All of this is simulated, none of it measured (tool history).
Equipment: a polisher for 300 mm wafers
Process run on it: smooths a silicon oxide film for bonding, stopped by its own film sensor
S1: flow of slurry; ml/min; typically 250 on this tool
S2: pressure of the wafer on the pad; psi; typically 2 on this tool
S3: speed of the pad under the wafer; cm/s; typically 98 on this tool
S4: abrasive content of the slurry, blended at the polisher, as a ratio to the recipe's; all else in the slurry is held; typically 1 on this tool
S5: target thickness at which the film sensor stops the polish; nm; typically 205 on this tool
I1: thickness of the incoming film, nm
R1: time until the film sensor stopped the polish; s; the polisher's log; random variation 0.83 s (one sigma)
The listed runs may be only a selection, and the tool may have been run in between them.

run 1 hour=0 | S1=250 S2=2 S3=98 S4=1 S5=201 | I1=254.5 | R1=81.4
-- hour=10.4 worn pad replaced by a new one
run 2 hour=12.6 | S1=250 S2=2 S3=98 S4=1 S5=201 | I1=258.7 | R1=88.3
run 3 hour=35.7 | S1=250 S2=2 S3=98 S4=1.2 S5=205 | I1=261.3 | R1=78.3
run 4 hour=70.1 | S1=250 S2=2 S3=98 S4=1.2 S5=205 | I1=261.6 | R1=79.3
-- hour=121.3 slurry blender recalibrated
run 5 hour=168.3 | S1=250 S2=2 S3=98 S4=1 S5=205 | I1=264.4 | R1=93.9
run 6 hour=183.2 | S1=250 S2=2 S3=98 S4=1 S5=205 | I1=261.3 | R1=86.3
-- hour=190.3 worn pad replaced by a new one
run 7 hour=195.6 | S1=250 S2=2 S3=98 S4=1 S5=205 | I1=258.9 | R1=85.2
run 8 hour=223.7 | S1=250 S2=2 S3=98 S4=1 S5=205 | I1=261.9 | R1=88.5
-- hour=235.4 slurry nozzle cleaned
run 9 hour=256.1 | S1=250 S2=2 S3=98 S4=1 S5=205 | I1=264.3 | R1=97.7
run 10 hour=269.9 | S1=250 S2=2 S3=98 S4=1 S5=205 | I1=255.6 | R1=84.4
run 11 hour=303.2 | S1=250 S2=2 S3=98 S4=1 S5=205 | I1=262.4 | R1=95.4
run 12 hour=322.7 | S1=250 S2=2 S3=98 S4=1 S5=205 | I1=260.9 | R1=92.9
-- hour=325.8 head pressure recalibrated
run 13 hour=337.7 | S1=250 S2=2 S3=98 S4=1 S5=205 | I1=257.2 | R1=86.4
-- hour=346 worn pad replaced by a new one
run 14 hour=361.4 | S1=250 S2=2 S3=98 S4=1 S5=205 | I1=258.1 | R1=88
run 15 hour=377 | S1=295 S2=2.7 S3=98 S4=1 S5=205 | I1=260.1 | R1=65.9
-- hour=379.2 slurry nozzle cleaned, repeated, since the last time left the tool worse
run 16 hour=401.8 | S1=250 S2=2 S3=82 S4=1 S5=205 | I1=258.9 | R1=91.6
run 17 hour=417.6 | S1=300 S2=2 S3=114 S4=1 S5=205 | I1=255.6 | R1=63.7
run 18 hour=434.5 | S1=250 S2=2 S3=84 S4=0.9 S5=205 | I1=263.4 | R1=101.3
run 19 hour=450.3 | S1=250 S2=2 S3=98 S4=1 S5=205 | I1=263.6 | R1=86.7
run 20 hour=464.4 | S1=290 S2=1.8 S3=90 S4=1 S5=215 | I1=255.6 | R1=70.9
run 21 hour=484.6 | S1=250 S2=2 S3=74 S4=1 S5=200 | I1=258.9 | R1=109.5
-- hour=504.2 slurry blender recalibrated
-- hour=517.2 worn pad replaced by a new one
run 22 hour=517.7 | S1=305 S2=2.4 S3=98 S4=1 S5=205 | I1=254.3 | R1=58.5
run 23 hour=533.5 | S1=290 S2=2 S3=122 S4=1 S5=211 | I1=257.9 | R1=56.7
run 24 hour=561.4 | S1=250 S2=2.3 S3=98 S4=0.85 S5=197 | I1=255.3 | R1=80.9
run 25 hour=584.6 | S1=250 S2=2 S3=98 S4=1.1 S5=214 | I1=259.7 | R1=64.5
run 26 hour=604.1 | S1=315 S2=2 S3=98 S4=0.8 S5=205 | I1=256.4 | R1=82.1
run 27 hour=619.6 | S1=250 S2=2 S3=98 S4=1 S5=205 | I1=261 | R1=82.7
run 28 hour=642.8 | S1=330 S2=1.4 S3=70 S4=1 S5=205 | I1=263.3 | R1=155
run 29 hour=669.3 | S1=250 S2=2 S3=98 S4=1 S5=205 | I1=264.7 | R1=87.8
-- hour=689.1 worn pad replaced by a new one
run 30 hour=704.3 | S1=250 S2=2 S3=98 S4=1 S5=197 | I1=255.9 | R1=87.4

Subtracting, for every run, the result it would have given without the tool's unlogged condition from the measured result gives the following. The same run-to-run variation enters both numbers; the gauge's scatter may not:
Hidden conditions of the tool in this case: removal rate lost through wear of the pad, %; slurry flow missing at the pad, %; deviation of the head's pressure from its setpoint, %; abrasive missing from the slurry, %.
run=1 R1=+2.1
run=2 R1=+2.4
run=3 R1=+2.3
run=4 R1=+2.7
run=5 R1=+4.6
run=6 R1=+4.5
run=7 R1=+4.7
run=8 R1=+5.4
run=9 R1=+11.7
run=10 R1=+10
run=11 R1=+11.4
run=12 R1=+11.2
run=13 R1=+10.5
run=14 R1=+10.8
run=15 R1=+7
run=16 R1=+0.2
run=17 R1=+0.1
run=18 R1=+0.2
run=19 R1=+0.2
run=20 R1=+0.1
run=21 R1=+0.2
run=22 R1=+0.1
run=23 R1=+0.2
run=24 R1=+0.4
run=25 R1=+0.3
run=26 R1=+0.3
run=27 R1=+0.5
run=28 R1=+0.8
run=29 R1=+0.7
run=30 R1=+0.8
